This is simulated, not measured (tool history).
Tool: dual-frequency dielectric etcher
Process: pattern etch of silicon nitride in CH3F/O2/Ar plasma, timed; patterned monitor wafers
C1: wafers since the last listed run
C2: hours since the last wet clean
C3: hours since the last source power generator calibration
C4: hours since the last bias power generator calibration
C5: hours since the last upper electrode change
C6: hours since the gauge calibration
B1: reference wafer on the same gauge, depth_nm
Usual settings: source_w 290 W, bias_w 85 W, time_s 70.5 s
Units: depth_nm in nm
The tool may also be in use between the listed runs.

Run 1, hour 0.0: usual settings; C1 0; C2 127.9; C3 1476.2; C4 3909.1; C5 1692.8; C6 484.3; B1 46.58. Result: depth_nm 50.03 nm.
Run 2, hour 25.5: usual settings; C1 301; C2 153.4; C3 1501.7; C4 3934.6; C5 1718.3; C6 509.8; B1 46.63. Result: depth_nm 49.49 nm.
Run 3, hour 80.8: usual settings; C1 654; C2 208.7; C3 1557.0; C4 3989.9; C5 1773.6; C6 565.1; B1 46.62. Result: depth_nm 49.69 nm.
Run 4, hour 132.5: usual settings; C1 611; C2 260.4; C3 1608.7; C4 4041.6; C5 1825.3; C6 616.8; B1 46.60. Result: depth_nm 50.45 nm.
Run 5, hour 187.8: usual settings; C1 654; C2 315.7; C3 1664.0; C4 4096.9; C5 1880.6; C6 672.1; B1 46.58. Result: depth_nm 50.03 nm.
Run 6, hour 250.6: usual settings; C1 742; C2 378.5; C3 1726.8; C4 4159.7; C5 1943.4; C6 734.9; B1 46.52. Result: depth_nm 50.41 nm.
At hour 308.0: wet clean of the chamber.
Run 7, hour 424.3: usual settings; C1 1770; C2 116.3; C3 1900.5; C4 4333.4; C5 2117.1; C6 908.6; B1 46.64. Result: depth_nm 49.47 nm.
Run 8, hour 495.2: usual settings; C1 838; C2 187.2; C3 1971.4; C4 4404.3; C5 2188.0; C6 979.5; B1 46.58. Result: depth_nm 49.85 nm.
Run 9, hour 546.1: usual settings but bias_w 73 W, time_s 53.5 s; C1 602; C2 238.1; C3 2022.3; C4 4455.2; C5 2238.9; C6 1030.4; B1 46.59. Result: depth_nm 34.75 nm.
Run 10, hour 573.2: usual settings but bias_w 73 W, time_s 53.5 s; C1 320; C2 265.2; C3 2049.4; C4 4482.3; C5 2266.0; C6 1057.5; B1 46.62. Result: depth_nm 35.11 nm.
At hour 601.6: upper electrode replaced.
Run 11, hour 636.5: usual settings but bias_w 73 W, time_s 53.5 s; C1 464; C2 328.5; C3 2112.7; C4 4545.6; C5 34.9; C6 1120.8; B1 46.62. Result: depth_nm 34.54 nm.
At hour 720.0: wet clean of the chamber.
Run 12, hour 720.5: usual settings but source_w 250 W; C1 709; C2 0.5; C3 2196.7; C4 4629.6; C5 118.9; C6 1204.8; B1 46.63. Result: depth_nm 45.23 nm.
At hour 724.7: source power generator calibrated.
Run 13, hour 728.7: usual settings but source_w 250 W; C1 49; C2 8.7; C3 4.0; C4 4637.8; C5 127.1; C6 1213.0; B1 46.68. Result: depth_nm 45.31 nm.
Run 14, hour 788.4: usual settings; C1 706; C2 68.4; C3 63.7; C4 4697.5; C5 186.8; C6 1272.7; B1 46.59. Result: depth_nm 49.57 nm.
Run 15, hour 816.7: usual settings but source_w 270 W, bias_w 70 W, time_s 53.5 s; C1 334; C2 96.7; C3 92.0; C4 4725.8; C5 215.1; C6 1301.0; B1 46.61. Result: depth_nm 32.11 nm.
Run 16, hour 848.5: usual settings but source_w 320 W, bias_w 67 W; C1 376; C2 128.5; C3 123.8; C4 4757.6; C5 246.9; C6 1332.8; B1 46.64. Result: depth_nm 45.96 nm.
Run 17, hour 889.8: usual settings but source_w 340 W, bias_w 70 W, time_s 62.0 s; C1 488; C2 169.8; C3 165.1; C4 4798.9; C5 288.2; C6 1374.1; B1 46.58. Result: depth_nm 43.20 nm.
Run 18, hour 948.0: usual settings but source_w 250 W, bias_w 91 W, time_s 80.5 s; C1 688; C2 228.0; C3 223.3; C4 4857.1; C5 346.4; C6 1432.3; B1 46.64. Result: depth_nm 54.30 nm.
Run 19, hour 1002.4: usual settings; C1 643; C2 282.4; C3 277.7; C4 4911.5; C5 400.8; C6 1486.7; B1 46.56. Result: depth_nm 50.10 nm.
At hour 1050.8: gauge calibrated.
Run 20, hour 1069.3: usual settings; C1 791; C2 349.3; C3 344.6; C4 4978.4; C5 467.7; C6 18.5; B1 46.59. Result: depth_nm 50.39 nm.
Run 21, hour 1128.1: usual settings but source_w 330 W, bias_w 75 W; C1 695; C2 408.1; C3 403.4; C4 5037.2; C5 526.5; C6 77.3; B1 46.61. Result: depth_nm 49.76 nm.
At hour 1133.0: bias power generator calibrated.
At hour 1161.8: wet clean of the chamber.
Run 22, hour 1189.1: usual settings but source_w 220 W, time_s 64.0 s; C1 390; C2 27.3; C3 464.4; C4 56.1; C5 587.5; C6 138.3; B1 46.59. Result: depth_nm 37.64 nm.
Run 23, hour 1236.8: usual settings but time_s 83.5 s; C1 564; C2 75.0; C3 512.1; C4 103.8; C5 635.2; C6 186.0; B1 46.59. Result: depth_nm 59.24 nm.
Run 24, hour 1262.0: usual settings; C1 298; C2 100.2; C3 537.3; C4 129.0; C5 660.4; C6 211.2; B1 46.59. Result: depth_nm 50.08 nm.
Run 25, hour 1319.8: usual settings; C1 683; C2 158.0; C3 595.1; C4 186.8; C5 718.2; C6 269.0; B1 46.61. Result: depth_nm 50.22 nm.
Run 26, hour 1376.2: usual settings but source_w 250 W, bias_w 98 W; C1 667; C2 214.4; C3 651.5; C4 243.2; C5 774.6; C6 325.4; B1 46.65. Result: depth_nm 49.62 nm.
Run 27, hour 1415.1: usual settings but source_w 240 W, bias_w 102 W; C1 460; C2 253.3; C3 690.4; C4 282.1; C5 813.5; C6 364.3; B1 46.59. Result: depth_nm 49.36 nm.
Run 28, hour 1476.9: usual settings but source_w 230 W, bias_w 91 W, time_s 64.5 s; C1 731; C2 315.1; C3 752.2; C4 343.9; C5 875.3; C6 426.1; B1 46.58. Result: depth_nm 41.23 nm.
At hour 1568.1: wet clean of the chamber.
Run 29, hour 1568.6: usual settings but source_w 340 W, bias_w 93 W, time_s 54.0 s; C1 800; C2 0.5; C3 843.9; C4 435.6; C5 967.0; C6 517.8; B1 46.61. Result: depth_nm 44.20 nm.

4 ways to go on from here, each from the tool as it stands after run 29. What would each give?
Run A, hour 1569.0: usual settings; C1 4; C2 0.9; C3 844.3; C4 436.0; C5 967.4; C6 518.2; B1 ?. Result: depth_nm ?.
Run B, hour 1569.0: usual settings but source_w 340 W, time_s 64.5 s; C1 4; C2 0.9; C3 844.3; C4 436.0; C5 967.4; C6 518.2; B1 ?. Result: depth_nm ?.
Run C, hour 1569.0: usual settings but time_s 80.5 s; C1 4; C2 0.9; C3 844.3; C4 436.0; C5 967.4; C6 518.2; B1 ?. Result: depth_nm ?.
Run D, hour 1569.0: usual settings but bias_w 102 W, time_s 87.0 s; C1 4; C2 0.9; C3 844.3; C4 436.0; C5 967.4; C6 518.2; B1 ?. Result: depth_nm ?.

run     B1  depth_nm
  A  46.67     49.92
  B  46.67     50.03
  C  46.67     57.00
  D  46.67     68.31
Without the tool's hidden state the same runs would have given:
run  depth_nm
  A     49.92
  B     50.03
  C     57.00
  D     68.31
